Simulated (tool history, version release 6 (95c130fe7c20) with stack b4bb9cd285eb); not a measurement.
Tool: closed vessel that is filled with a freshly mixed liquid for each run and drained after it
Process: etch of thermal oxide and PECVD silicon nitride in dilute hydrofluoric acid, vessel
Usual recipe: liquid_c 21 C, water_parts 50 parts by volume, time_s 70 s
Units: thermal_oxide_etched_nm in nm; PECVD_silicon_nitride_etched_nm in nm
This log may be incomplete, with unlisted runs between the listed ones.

run	hour	liquid_c	water_parts	time_s	read-back film thickness of the thermal oxide reference wafer, read on the same gauge (nm)	read-back film thickness of the PECVD silicon nitride reference wafer, read on the same gauge (nm)	thermal_oxide_etched_nm	PECVD_silicon_nitride_etched_nm
1	0	21	50	70	52.09	104.17	6.05	6.51
2	25.4	21	50	70	52.11	104.22	5.99	6.42
# hour 49.3: gauge calibrated
3	53.5	24.5	40	70	49.94	99.93	8.47	9.87
4	75.8	21	60	70	50.06	100.16	4.8	5.19
# hour 101.7: hydrofluoric acid flow meter replaced
# hour 174.9: thermometer replaced
5	175.4	21	70	70	50.57	101.1	4.11	4.54
6	202.3	18	30	55	50.7	101.38	6.98	6.56
7	274.3	17	65	45	50.93	101.86	2.43	2.39
8	304.4	21	70	95	51.01	102.03	5.64	6.29
9	404.3	21	40	70	51.27	102.55	7.47	7.94
10	506.4	21	50	50	51.47	102.88	4.27	4.58
11	525.4	17	65	35	51.46	102.91	1.92	1.88
12	555.9	21	30	70	51.51	103.04	10.37	10.57
13	568.7	19.5	70	100	51.55	103.07	5.57	5.93
14	601.2	24	40	30	51.57	103.15	3.7	4.19
15	628.9	23	55	100	51.61	103.16	8.49	9.6
16	647.2	21	50	70	51.59	103.26	6.09	6.42
17	667.7	21	50	70	51.64	103.31	6.04	6.41
18	693.5	26	50	70	51.65	103.33	7.34	9.05
19	723.8	21	50	85	51.66	103.42	7.37	7.86
20	824.7	21	50	70	51.75	103.49	6.02	6.45
21	845.3	19	50	50	51.77	103.53	3.94	3.99
22	869.5	21	50	70	51.78	103.53	6.01	6.45
23	881.9	17	50	70	51.8	103.56	5.17	4.87
24	916.2	21	50	70	51.81	103.59	6.03	6.48
25	947.9	21	50	70	51.79	103.6	5.98	6.53
# hour 969.8: gauge calibrated
26	969.9	17.5	50	100	49.89	99.75	7.26	6.96

Per-run results on a tool with no hidden state, each run keeping its own random variation:
The tool's hidden condition here consists of: liquid hotter than its thermometer reads (K); hydrofluoric acid flow below the setpoint (%); gauge reads high (%).
run	thermal_oxide_etched_nm	PECVD_silicon_nitride_etched_nm
1	5.81	6.25
2	5.75	6.16
3	8.49	9.89
4	4.79	5.19
5	4.06	4.49
6	6.89	6.47
7	2.39	2.34
8	5.52	6.16
9	7.29	7.75
10	4.15	4.45
11	1.87	1.82
12	10.06	10.26
13	5.41	5.75
14	3.59	4.07
15	8.23	9.3
16	5.9	6.21
17	5.85	6.21
18	7.11	8.76
19	7.13	7.61
20	5.81	6.24
21	3.81	3.85
22	5.8	6.22
23	4.99	4.7
24	5.82	6.26
25	5.78	6.3
26	7.27	6.98

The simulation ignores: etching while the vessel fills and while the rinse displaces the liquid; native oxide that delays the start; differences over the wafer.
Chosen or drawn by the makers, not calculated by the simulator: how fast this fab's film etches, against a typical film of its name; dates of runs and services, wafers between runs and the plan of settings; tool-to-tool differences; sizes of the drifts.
